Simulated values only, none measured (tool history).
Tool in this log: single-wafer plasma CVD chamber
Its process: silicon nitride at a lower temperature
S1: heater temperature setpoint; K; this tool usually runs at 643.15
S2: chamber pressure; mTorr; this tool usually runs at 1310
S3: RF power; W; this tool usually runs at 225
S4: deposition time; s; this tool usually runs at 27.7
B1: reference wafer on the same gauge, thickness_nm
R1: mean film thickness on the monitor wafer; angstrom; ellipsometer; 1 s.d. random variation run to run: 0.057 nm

{"run": 1, "hour": 0.0, "S1": 643.15, "S2": 1310, "S3": 225, "S4": 27.7, "B1": 23.808, "R1": 242.08}
{"run": 2, "hour": 29.6, "S1": 643.15, "S2": 1310, "S3": 225, "S4": 27.7, "B1": 23.81, "R1": 241.81}
{"run": 3, "hour": 52.7, "S1": 643.15, "S2": 1310, "S3": 225, "S4": 27.7, "B1": 23.79, "R1": 241.98}
{"run": 4, "hour": 75.7, "S1": 643.15, "S2": 1310, "S3": 225, "S4": 27.7, "B1": 23.802, "R1": 241.23}
{"run": 5, "hour": 94.5, "S1": 643.15, "S2": 1310, "S3": 225, "S4": 27.7, "B1": 23.8, "R1": 241.67}
{"hour": 176.0, "done": "capacitance manometer re-zeroed and calibrated"}
{"run": 6, "hour": 195.2, "S1": 643.15, "S2": 1310, "S3": 225, "S4": 24.7, "B1": 23.83, "R1": 214.99}
{"run": 7, "hour": 213.1, "S1": 643.15, "S2": 1310, "S3": 225, "S4": 24.7, "B1": 23.819, "R1": 214.54}
{"run": 8, "hour": 241.5, "S1": 643.15, "S2": 1310, "S3": 225, "S4": 24.7, "B1": 23.802, "R1": 215.25}
{"run": 9, "hour": 267.4, "S1": 643.15, "S2": 1310, "S3": 225, "S4": 27.7, "B1": 23.777, "R1": 240.54}
{"hour": 288.4, "done": "gauge calibrated"}
{"hour": 298.9, "done": "RF generator calibrated"}
{"run": 10, "hour": 302.5, "S1": 637.15, "S2": 1310, "S3": 225, "S4": 27.7, "B1": 23.805, "R1": 252.54}
{"run": 11, "hour": 325.9, "S1": 643.15, "S2": 1010, "S3": 240, "S4": 25.0, "B1": 23.78, "R1": 220.09}
{"run": 12, "hour": 341.9, "S1": 643.15, "S2": 1310, "S3": 205, "S4": 27.7, "B1": 23.779, "R1": 236.42}
{"hour": 352.6, "done": "thermocouple changed; heater temperature recalibrated"}
{"hour": 363.3, "done": "showerhead replaced"}
{"run": 13, "hour": 369.8, "S1": 643.15, "S2": 1020, "S3": 180, "S4": 27.7, "B1": 23.801, "R1": 200.58}
{"run": 14, "hour": 400.6, "S1": 657.15, "S2": 1210, "S3": 225, "S4": 23.2, "B1": 23.782, "R1": 204.86}
{"run": 15, "hour": 414.9, "S1": 643.15, "S2": 1310, "S3": 225, "S4": 27.7, "B1": 23.815, "R1": 249.27}
{"run": 16, "hour": 450.9, "S1": 651.15, "S2": 1310, "S3": 225, "S4": 27.7, "B1": 23.789, "R1": 248.62}
{"run": 17, "hour": 477.6, "S1": 643.15, "S2": 1310, "S3": 225, "S4": 27.7, "B1": 23.824, "R1": 249.02}
{"run": 18, "hour": 501.7, "S1": 643.15, "S2": 1310, "S3": 225, "S4": 24.7, "B1": 23.791, "R1": 221.48}
{"run": 19, "hour": 535.8, "S1": 643.15, "S2": 1310, "S3": 180, "S4": 32.3, "B1": 23.791, "R1": 247.45}
{"run": 20, "hour": 565.7, "S1": 643.15, "S2": 1460, "S3": 255, "S4": 27.7, "B1": 23.791, "R1": 276.31}

Forecast each of these 5 alternatives for the next run:
{"run": "A", "hour": 566.1, "S1": 643.15, "S2": 1310, "S3": 195, "S4": 27.7, "B1": "?", "R1": "?"}
{"run": "B", "hour": 566.1, "S1": 643.15, "S2": 980, "S3": 265, "S4": 25.6, "B1": "?", "R1": "?"}
{"run": "C", "hour": 566.1, "S1": 643.15, "S2": 1200, "S3": 225, "S4": 27.7, "B1": "?", "R1": "?"}
{"run": "D", "hour": 566.1, "S1": 643.15, "S2": 1520, "S3": 225, "S4": 27.7, "B1": "?", "R1": "?"}
{"run": "E", "hour": 566.1, "S1": 643.15, "S2": 1510, "S3": 200, "S4": 27.7, "B1": "?", "R1": "?"}

run=A B1=23.794 R1=225.50
run=B B1=23.794 R1=234.53
run=C B1=23.794 R1=241.96
run=D B1=23.794 R1=258.62
run=E B1=23.794 R1=238.62
The same runs, with their run-to-run variation unchanged, on a tool lacking any hidden condition would have given:
run=A R1=232.12
run=B R1=241.10
run=C R1=249.07
run=D R1=266.22
run=E R1=245.64
